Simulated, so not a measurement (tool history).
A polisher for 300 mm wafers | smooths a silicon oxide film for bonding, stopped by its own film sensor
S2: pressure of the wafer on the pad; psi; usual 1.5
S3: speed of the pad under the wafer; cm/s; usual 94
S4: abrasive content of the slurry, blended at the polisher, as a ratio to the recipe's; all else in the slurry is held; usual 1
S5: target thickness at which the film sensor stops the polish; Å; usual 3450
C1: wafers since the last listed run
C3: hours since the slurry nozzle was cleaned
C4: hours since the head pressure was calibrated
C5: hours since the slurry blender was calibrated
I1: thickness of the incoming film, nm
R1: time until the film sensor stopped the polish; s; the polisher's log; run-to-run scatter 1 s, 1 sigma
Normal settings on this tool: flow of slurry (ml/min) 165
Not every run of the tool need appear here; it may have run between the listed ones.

Run 1, hour 0: usual settings but S5 3420 Å; C1 0; wafers polished on this pad 1666; C3 426.2; C4 258.8; C5 212.8; I1 383.4. Result: R1 108.7 s.
Run 2, hour 35: usual settings but S5 3420 Å; C1 342; wafers polished on this pad 2008; C3 461.2; C4 293.8; C5 247.8; I1 377.5. Result: R1 91.9 s.
Run 3, hour 60.3: usual settings but flow of slurry (ml/min) 150; C1 247; wafers polished on this pad 2256; C3 486.5; C4 319.1; C5 273.1; I1 376. Result: R1 80.4 s.
At hour 66.1: worn pad replaced by a new one.
At hour 66.7: slurry nozzle cleaned.
At hour 88.4: slurry blender recalibrated.
Run 4, hour 129.8: usual settings but flow of slurry (ml/min) 150; C1 615; wafers polished on this pad 598; C3 63.1; C4 388.6; C5 41.4; I1 377. Result: R1 83.4 s.
Run 5, hour 165.7: usual settings but flow of slurry (ml/min) 210; C1 351; wafers polished on this pad 949; C3 99; C4 424.5; C5 77.3; I1 388.6. Result: R1 107.1 s.
Run 6, hour 200.3: usual settings but flow of slurry (ml/min) 210; C1 338; wafers polished on this pad 1288; C3 133.6; C4 459.1; C5 111.9; I1 383.5. Result: R1 95.2 s.
Run 7, hour 234.8: usual settings but flow of slurry (ml/min) 210; C1 337; wafers polished on this pad 1625; C3 168.1; C4 493.6; C5 146.4; I1 379.9. Result: R1 88 s.
At hour 250.9: worn pad replaced by a new one.
Run 8, hour 255.3: usual settings; C1 161; wafers polished on this pad 42; C3 188.6; C4 514.1; C5 166.9; I1 385.3. Result: R1 97.4 s.
Run 9, hour 305.1: usual settings; C1 487; wafers polished on this pad 530; C3 238.4; C4 563.9; C5 216.7; I1 379. Result: R1 84 s.
Run 10, hour 332.7: usual settings; C1 270; wafers polished on this pad 800; C3 266; C4 591.5; C5 244.3; I1 385.9. Result: R1 104 s.
Run 11, hour 348.1: usual settings; C1 150; wafers polished on this pad 950; C3 281.4; C4 606.9; C5 259.7; I1 378.8. Result: R1 86.7 s.
At hour 365.1: slurry blender recalibrated.
Run 12, hour 427.2: usual settings; C1 754; wafers polished on this pad 1705; C3 360.5; C4 686; C5 62.1; I1 381.8. Result: R1 93.9 s.
Run 13, hour 443.3: usual settings; C1 157; wafers polished on this pad 1863; C3 376.6; C4 702.1; C5 78.2; I1 381.9. Result: R1 96.4 s.
At hour 454: worn pad replaced by a new one.
Run 14, hour 460.6: usual settings but S4 0.75; C1 130; wafers polished on this pad 64; C3 393.9; C4 719.4; C5 95.5; I1 386.5. Result: R1 130.9 s.
At hour 475.4: slurry nozzle cleaned.
Run 15, hour 476.1: usual settings but flow of slurry (ml/min) 150; C1 141; wafers polished on this pad 206; C3 0.7; C4 734.9; C5 111; I1 380.6. Result: R1 89.8 s.
At hour 486.4: head pressure recalibrated.
Run 16, hour 494.1: usual settings but S5 3420 Å; C1 156; wafers polished on this pad 363; C3 18.7; C4 7.7; C5 129; I1 378.7. Result: R1 97 s.
Run 17, hour 539.2: usual settings but flow of slurry (ml/min) 150; C1 441; wafers polished on this pad 804; C3 63.8; C4 52.8; C5 174.1; I1 374.3. Result: R1 79.1 s.
At hour 636.6: worn pad replaced by a new one.
Run 18, hour 637.1: usual settings but S4 1.25; C1 919; wafers polished on this pad 4; C3 161.7; C4 150.7; C5 272; I1 382.8. Result: R1 80.1 s.
Run 19, hour 657.3: usual settings but flow of slurry (ml/min) 105, S2 2 psi; C1 197; wafers polished on this pad 202; C3 181.9; C4 170.9; C5 292.2; I1 382.4. Result: R1 82.7 s.
Run 20, hour 688.9: usual settings but flow of slurry (ml/min) 105, S3 66 cm/s; C1 309; wafers polished on this pad 511; C3 213.5; C4 202.5; C5 323.8; I1 382.6. Result: R1 128.8 s.
Run 21, hour 707.1: usual settings; C1 178; wafers polished on this pad 689; C3 231.7; C4 220.7; C5 342; I1 380.5. Result: R1 90.7 s.
At hour 721.1: slurry blender recalibrated.
Run 22, hour 738.5: usual settings but S2 1.2 psi; C1 287; wafers polished on this pad 977; C3 263.1; C4 252.1; C5 17.4; I1 384.1. Result: R1 118.7 s.
Run 23, hour 751.4: usual settings but flow of slurry (ml/min) 130, S3 126 cm/s; C1 126; wafers polished on this pad 1103; C3 276; C4 265; C5 30.3; I1 379.4. Result: R1 77 s.

What will run 24 give?
Run 24, hour 782: usual settings but flow of slurry (ml/min) 205; C1 299; wafers polished on this pad 1403; C3 306.6; C4 295.6; C5 60.9; I1 382.1. Result: R1 ?.

For run 24 the tool returned R1 92.4 s.
Take away the tool's hidden state, keep the run-to-run variation as it was, and the same run would have given R1 90.7 s.
